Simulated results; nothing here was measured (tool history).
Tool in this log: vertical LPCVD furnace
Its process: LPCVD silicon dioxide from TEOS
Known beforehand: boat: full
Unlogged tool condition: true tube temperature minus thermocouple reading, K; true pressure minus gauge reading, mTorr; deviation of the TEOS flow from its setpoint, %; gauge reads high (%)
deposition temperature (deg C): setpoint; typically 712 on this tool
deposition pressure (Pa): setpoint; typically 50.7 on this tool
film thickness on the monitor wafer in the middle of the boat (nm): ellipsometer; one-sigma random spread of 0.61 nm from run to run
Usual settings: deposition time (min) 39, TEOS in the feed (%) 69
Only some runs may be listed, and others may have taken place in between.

| run | hour | deposition temperature (deg C) | deposition pressure (Pa) | deposition time (min) | TEOS in the feed (%) | wafers since the last listed run | hours since the last temperature calibration | hours since the pressure gauge was zeroed | hours since the TEOS flow controller was replaced | hours since the gauge calibration | read-back reference wafer on the same gauge, thickness | film thickness on the monitor wafer in the middle of the boat (nm) |
|---|---|---|---|---|---|---|---|---|---|---|---|---|
| 1 | 0 | 712 | 40.7 | 39 | 74 | 0 | 4009.2 | 2500.1 | 4797.8 | 198.5 | 435.05 | 390.26 |
| 2 | 19.1 | 712 | 40.7 | 39 | 74 | 162 | 4028.3 | 2519.2 | 4816.9 | 217.6 | 435.13 | 391.92 |
| 3 | 33.1 | 712 | 46.7 | 39 | 69 | 119 | 4042.3 | 2533.2 | 4830.9 | 231.6 | 434.97 | 404.89 |
| 4 | 43 | 712 | 50.7 | 39 | 69 | 84 | 4052.2 | 2543.1 | 4840.8 | 241.5 | 434.92 | 421.84 |
| 5 | 57.3 | 712 | 50.7 | 39 | 69 | 121 | 4066.5 | 2557.4 | 4855.1 | 255.8 | 434.82 | 421.53 |
| 6 | 70.2 | 712 | 50.7 | 43 | 69 | 109 | 4079.4 | 2570.3 | 4868 | 268.7 | 435.08 | 466.21 |
| 7 | 88 | 712 | 50.7 | 39 | 69 | 151 | 4097.2 | 2588.1 | 4885.8 | 286.5 | 434.99 | 422.33 |
| 8 | 99.7 | 712 | 50.7 | 39 | 69 | 99 | 4108.9 | 2599.8 | 4897.5 | 298.2 | 434.88 | 423.6 |
| 9 | 111.1 | 712 | 50.7 | 39 | 69 | 96 | 4120.3 | 2611.2 | 4908.9 | 309.6 | 435.08 | 423.48 |
| 10 | 121.4 | 712 | 50.7 | 50 | 60 | 87 | 4130.6 | 2621.5 | 4919.2 | 319.9 | 435.06 | 504.71 |
|  | 146.6 | TEOS flow controller replaced |
| 11 | 147.1 | 712 | 60.7 | 39 | 69 | 14 | 4156.3 | 2647.2 | 0.5 | 345.6 | 434.97 | 462.86 |
| 12 | 152.2 | 712 | 60.7 | 39 | 69 | 43 | 4161.4 | 2652.3 | 5.6 | 350.7 | 435.26 | 462.75 |
| 13 | 157.3 | 712 | 60.7 | 39 | 69 | 43 | 4166.5 | 2657.4 | 10.7 | 355.8 | 434.8 | 463.38 |
| 14 | 162.4 | 712 | 50.7 | 39 | 69 | 43 | 4171.6 | 2662.5 | 15.8 | 360.9 | 435.32 | 423.4 |
|  | 168.7 | gauge calibrated |
| 15 | 176.3 | 712 | 50.7 | 39 | 69 | 118 | 4185.5 | 2676.4 | 29.7 | 7.6 | 435.09 | 424.22 |
| 16 | 192.5 | 712 | 50.7 | 39 | 69 | 137 | 4201.7 | 2692.6 | 45.9 | 23.8 | 434.98 | 423.83 |
|  | 224.8 | thermocouples replaced and temperature profile calibrated |
| 17 | 225.3 | 715 | 44.7 | 23.5 | 60 | 74 | 0.5 | 2725.4 | 78.7 | 56.6 | 435.06 | 217.3 |
| 18 | 230.4 | 712 | 42.7 | 39 | 69 | 43 | 5.6 | 2730.5 | 83.8 | 61.7 | 434.98 | 353.68 |
| 19 | 246.3 | 712 | 57.3 | 30.5 | 57 | 135 | 21.5 | 2746.4 | 99.7 | 77.6 | 434.97 | 291.36 |
|  | 282.6 | pressure gauge zeroed |
| 20 | 283.1 | 712 | 39.3 | 33 | 64 | 108 | 58.3 | 0.5 | 136.5 | 114.4 | 435.08 | 278.02 |
| 21 | 288.2 | 719 | 42.7 | 49.5 | 73 | 43 | 63.4 | 5.6 | 141.6 | 119.5 | 434.95 | 542.39 |
| 22 | 293.3 | 712 | 42.7 | 39 | 80 | 43 | 68.5 | 10.7 | 146.7 | 124.6 | 434.9 | 382.81 |

The next listed run, before its measurement:
| 23 | 304.3 | 712 | 50.7 | 39 | 69 | 93 | 79.5 | 21.7 | 157.7 | 135.6 | ? | ? |

{"run 23": {"read-back reference wafer on the same gauge, thickness": 434.94, "film thickness on the monitor wafer in the middle of the boat (nm)": 387.27}}
With the hidden condition absent and the run-to-run variation left alone, this run would have shown film thickness on the monitor wafer in the middle of the boat (nm) 384.49.
